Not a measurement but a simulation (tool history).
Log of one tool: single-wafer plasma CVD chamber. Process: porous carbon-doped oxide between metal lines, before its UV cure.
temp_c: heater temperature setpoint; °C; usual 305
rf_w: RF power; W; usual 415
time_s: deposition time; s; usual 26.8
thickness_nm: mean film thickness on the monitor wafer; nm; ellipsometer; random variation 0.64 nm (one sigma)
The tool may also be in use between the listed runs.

run	hour	temp_c	rf_w	time_s	read-back reference wafer on the same gauge, thickness_nm	thickness_nm
1	0	305	415	22.9	101.553	100.11
2	36.2	305	415	22.9	101.665	100.194
3	233.3	305	415	26.8	101.921	116.842
4	292.8	305	445	26.8	102.011	123.632
5	318.6	305	445	26.8	102.381	123.294
6	360.6	305	415	23.1	102.361	101.708
7	428.1	305	415	26.8	102.395	118.132
8	488.9	305	415	26.8	102.713	118.329
9	522.5	305	415	26.8	102.606	119.102
# hour 558.5: showerhead replaced
# hour 587: RF generator calibrated
10	587.5	305	415	26.8	102.797	118.105
11	625.7	305	415	26.8	102.814	118.11
12	683.1	305	415	26.8	103.121	118.604
13	753.4	305	415	26.8	103.017	118.421
14	814.3	305	465	26.8	103.323	128.897
15	877.1	305	465	26.8	103.381	129.19
16	928.5	305	430	26.8	103.403	122.196
17	984	305	415	26.8	103.651	121.186
18	1085.1	305	415	26.8	103.831	119.828
19	1147.7	305	480	26.8	104.05	131.603
20	1172.4	305	365	32	104.112	130.246
# hour 1230.6: thermocouple changed; heater temperature recalibrated
21	1231.1	295	345	21.5	104.05	91.601
22	1277.5	305	445	26.8	104.26	125.471
# hour 1335.7: gauge calibrated
23	1344.4	305	415	26.8	100.705	115.08
24	1380.2	305	415	26.8	100.773	116.44
25	1426.8	305	415	26.8	100.858	116.42
26	1464.7	305	440	26.8	101.05	121.666
27	1491.6	305	335	31.4	101.062	116.947
28	1558.4	305	440	24.2	101.25	110.93
29	1628	309	415	22.7	101.366	97.314
30	1655.2	305	415	22.4	101.233	98.573
31	1807.2	309	345	23.6	101.563	88.39
32	1858	305	415	26.8	101.698	117.729
33	1918.7	309	340	31.6	101.799	118.286
34	1987.8	305	490	28.9	102.092	141.634
35	2020.9	296	390	26.8	101.998	120.578

What the log doesn't show, run by run:
wafer temperature above the value expected at the setpoint (K): 0 in every run
delivered RF power above the setpoint (%): 0 in every run
H1: gauge reads high (%)
run	H1
1	1.58
2	1.66
3	2.08
4	2.21
5	2.26
6	2.35
7	2.5
8	2.63
9	2.7
10	2.84
11	2.92
12	3.04
13	3.19
14	3.32
15	3.45
16	3.56
17	3.68
18	3.9
19	4.03
20	4.08
21	4.21
22	4.31
23	0.691
24	0.767
25	0.867
26	0.948
27	1
28	1.15
29	1.3
30	1.35
31	1.68
32	1.79
33	1.92
34	2.06
35	2.13

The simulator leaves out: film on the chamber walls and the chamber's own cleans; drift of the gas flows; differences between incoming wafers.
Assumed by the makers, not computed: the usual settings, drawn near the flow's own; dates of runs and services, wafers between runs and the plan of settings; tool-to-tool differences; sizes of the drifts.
